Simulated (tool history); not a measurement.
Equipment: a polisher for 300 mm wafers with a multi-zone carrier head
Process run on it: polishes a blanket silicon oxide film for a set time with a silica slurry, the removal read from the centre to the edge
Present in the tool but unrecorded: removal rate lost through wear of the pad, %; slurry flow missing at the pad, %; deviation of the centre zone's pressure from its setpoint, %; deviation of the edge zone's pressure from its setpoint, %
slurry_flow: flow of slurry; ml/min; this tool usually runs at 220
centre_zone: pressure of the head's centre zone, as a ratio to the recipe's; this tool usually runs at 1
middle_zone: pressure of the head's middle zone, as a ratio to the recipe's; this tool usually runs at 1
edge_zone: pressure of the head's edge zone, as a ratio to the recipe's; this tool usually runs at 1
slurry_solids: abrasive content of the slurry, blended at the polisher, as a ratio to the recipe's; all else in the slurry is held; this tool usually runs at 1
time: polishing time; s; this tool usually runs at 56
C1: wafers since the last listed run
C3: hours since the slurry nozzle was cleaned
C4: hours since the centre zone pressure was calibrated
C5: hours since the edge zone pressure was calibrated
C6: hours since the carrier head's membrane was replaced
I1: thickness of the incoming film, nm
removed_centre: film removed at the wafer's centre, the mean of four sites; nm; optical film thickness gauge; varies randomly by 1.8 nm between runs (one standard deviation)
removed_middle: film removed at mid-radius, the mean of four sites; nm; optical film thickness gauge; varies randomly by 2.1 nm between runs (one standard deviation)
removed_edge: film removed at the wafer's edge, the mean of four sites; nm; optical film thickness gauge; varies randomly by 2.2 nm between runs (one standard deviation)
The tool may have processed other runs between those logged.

Run 1, hour 0: usual settings but time 49 s; C1 0; wafers polished on this pad 373; C3 542.5; C4 25.5; C5 38; C6 19.2; I1 1012.3. Result: removed_centre 139.2 nm, removed_middle 138.7 nm, removed_edge 135.1 nm.
Run 2, hour 23.6: usual settings but time 49 s; C1 325; wafers polished on this pad 698; C3 566.1; C4 49.1; C5 61.6; C6 42.8; I1 1012.5. Result: removed_centre 139.4 nm, removed_middle 136.8 nm, removed_edge 137.7 nm.
Run 3, hour 39.9: usual settings; C1 224; wafers polished on this pad 923; C3 582.4; C4 65.4; C5 77.9; C6 59.1; I1 994.8. Result: removed_centre 160.8 nm, removed_middle 157 nm, removed_edge 153.3 nm.
Run 4, hour 65.8: usual settings; C1 357; wafers polished on this pad 1281; C3 608.3; C4 91.3; C5 103.8; C6 85; I1 994.2. Result: removed_centre 160.2 nm, removed_middle 155.3 nm, removed_edge 154.1 nm.
Run 5, hour 81.5: usual settings; C1 216; wafers polished on this pad 1497; C3 624; C4 107; C5 119.5; C6 100.7; I1 990. Result: removed_centre 156.6 nm, removed_middle 152.5 nm, removed_edge 153.8 nm.
Run 6, hour 95.8: usual settings; C1 197; wafers polished on this pad 1694; C3 638.3; C4 121.3; C5 133.8; C6 115; I1 991.5. Result: removed_centre 157.8 nm, removed_middle 152.9 nm, removed_edge 154.8 nm.
At hour 105.1: worn pad replaced by a new one.
Run 7, hour 127.3: usual settings but edge_zone 0.88, slurry_solids 1.3; C1 379; wafers polished on this pad 305; C3 669.8; C4 152.8; C5 165.3; C6 146.5; I1 1010.9. Result: removed_centre 181.4 nm, removed_middle 178.9 nm, removed_edge 175 nm.
Run 8, hour 163: usual settings but slurry_flow 280 ml/min, middle_zone 1.08, slurry_solids 0.85, time 68 s; C1 492; wafers polished on this pad 798; C3 705.5; C4 188.5; C5 201; C6 182.2; I1 986.7. Result: removed_centre 177.2 nm, removed_middle 187.9 nm, removed_edge 173.2 nm.
Run 9, hour 175.8: usual settings but edge_zone 0.94; C1 176; wafers polished on this pad 975; C3 718.3; C4 201.3; C5 213.8; C6 195; I1 1014.9. Result: removed_centre 156.2 nm, removed_middle 156.1 nm, removed_edge 150.1 nm.
Run 10, hour 210.5: usual settings but middle_zone 0.92, edge_zone 1.08; C1 478; wafers polished on this pad 1453; C3 753; C4 236; C5 248.5; C6 229.7; I1 1004.4. Result: removed_centre 151.1 nm, removed_middle 147.3 nm, removed_edge 158.5 nm.
At hour 217.8: slurry nozzle cleaned.
Run 11, hour 229: usual settings but slurry_flow 170 ml/min, centre_zone 1.12, time 45 s; C1 241; wafers polished on this pad 1695; C3 11.2; C4 254.5; C5 267; C6 248.2; I1 997.2. Result: removed_centre 130.6 nm, removed_middle 119.8 nm, removed_edge 117 nm.
Run 12, hour 250.7: usual settings but slurry_flow 185 ml/min, middle_zone 1.12; C1 299; wafers polished on this pad 1994; C3 32.9; C4 276.2; C5 288.7; C6 269.9; I1 1004.3. Result: removed_centre 146.7 nm, removed_middle 167.6 nm, removed_edge 156.3 nm.
At hour 261.1: worn pad replaced by a new one.
Run 13, hour 269.8: usual settings but centre_zone 1.05, time 70 s; C1 208; wafers polished on this pad 120; C3 52; C4 295.3; C5 307.8; C6 289; I1 991. Result: removed_centre 195.7 nm, removed_middle 199.2 nm, removed_edge 194.7 nm.
At hour 278: centre zone pressure recalibrated.
Run 14, hour 282.1: usual settings but edge_zone 0.94; C1 142; wafers polished on this pad 262; C3 64.3; C4 4.1; C5 320.1; C6 301.3; I1 1008.1. Result: removed_centre 160.8 nm, removed_middle 155.4 nm, removed_edge 149.1 nm.

Run 15, settings as shown, results not yet in. Your forecast:
Run 15, hour 318: usual settings but slurry_flow 250 ml/min, centre_zone 1.04, middle_zone 0.92; C1 495; wafers polished on this pad 757; C3 100.2; C4 40; C5 356; C6 337.2; I1 1012.3. Result: removed_centre ?, removed_middle ?, removed_edge ?.

removed_centre: 169.6 nm
removed_middle: 149.7 nm
removed_edge: 156.5 nm
Without the tool's hidden state the same run would have given removed_centre 171.4 nm, removed_middle 149.6 nm, removed_edge 156.5 nm.
